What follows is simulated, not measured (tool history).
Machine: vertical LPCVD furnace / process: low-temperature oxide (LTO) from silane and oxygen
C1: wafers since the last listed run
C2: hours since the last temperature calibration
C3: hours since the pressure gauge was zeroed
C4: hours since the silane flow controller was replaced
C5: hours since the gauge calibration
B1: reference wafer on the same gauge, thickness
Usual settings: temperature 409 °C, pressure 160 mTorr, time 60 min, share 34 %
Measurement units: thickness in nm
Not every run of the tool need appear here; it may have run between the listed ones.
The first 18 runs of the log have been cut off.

run 19 day=56.688 | temperature=402 pressure=135 time=60 share=34 | C1=1001 C2=302.4 C3=585.9 C4=2612.8 C5=2318.5 | B1=399.88 | thickness=283.6
run 20 day=60.158 | temperature=409 pressure=160 time=60 share=30 | C1=1926 C2=385.7 C3=669.2 C4=2696.1 C5=2401.8 | B1=400.12 | thickness=305.43
run 21 day=64.362 | temperature=409 pressure=160 time=36.5 share=34 | C1=2333 C2=486.6 C3=770.1 C4=2797 C5=2502.7 | B1=400.05 | thickness=221.01
run 22 day=66.871 | temperature=400 pressure=150 time=70 share=41 | C1=1392 C2=546.8 C3=830.3 C4=2857.2 C5=2562.9 | B1=400.07 | thickness=453.46
-- day=67.883 gauge calibrated
run 23 day=68.812 | temperature=405 pressure=160 time=60 share=32 | C1=1077 C2=593.4 C3=876.9 C4=2903.8 C5=22.3 | B1=399.93 | thickness=319.65
-- day=71.075 silane flow controller replaced
run 24 day=71.096 | temperature=409 pressure=160 time=60 share=34 | C1=712 C2=648.2 C3=931.7 C4=0.5 C5=77.1 | B1=399.87 | thickness=360.83
run 25 day=73.979 | temperature=409 pressure=130 time=44 share=34 | C1=1600 C2=717.4 C3=1000.9 C4=69.7 C5=146.3 | B1=399.97 | thickness=215.07
run 26 day=75.979 | temperature=409 pressure=160 time=60 share=34 | C1=1110 C2=765.4 C3=1048.9 C4=117.7 C5=194.3 | B1=400.07 | thickness=361.39
run 27 day=78.312 | temperature=421 pressure=160 time=60 share=34 | C1=1295 C2=821.4 C3=1104.9 C4=173.7 C5=250.3 | B1=400.07 | thickness=414.2
run 28 day=80.762 | temperature=414 pressure=160 time=60 share=40 | C1=1360 C2=880.2 C3=1163.7 C4=232.5 C5=309.1 | B1=399.85 | thickness=466.82
run 29 day=84.608 | temperature=409 pressure=130 time=44 share=34 | C1=2134 C2=972.5 C3=1256 C4=324.8 C5=401.4 | B1=399.8 | thickness=214.84
run 30 day=86.788 | temperature=409 pressure=160 time=60 share=34 | C1=1209 C2=1024.8 C3=1308.3 C4=377.1 C5=453.7 | B1=399.93 | thickness=362.18
run 31 day=91.208 | temperature=401 pressure=190 time=77 share=40 | C1=2454 C2=1130.9 C3=1414.4 C4=483.2 C5=559.8 | B1=400.1 | thickness=618.23

Predict the results of run 32:
run 32 day=95.225 | temperature=409 pressure=150 time=40 share=34 | C1=2229 C2=1227.3 C3=1510.8 C4=579.6 C5=656.2 | B1=? | thickness=?

Logged for run 32: B1 399.95, thickness 225.26 nm.
Without the tool's hidden state the same run would have given thickness 227.62 nm.

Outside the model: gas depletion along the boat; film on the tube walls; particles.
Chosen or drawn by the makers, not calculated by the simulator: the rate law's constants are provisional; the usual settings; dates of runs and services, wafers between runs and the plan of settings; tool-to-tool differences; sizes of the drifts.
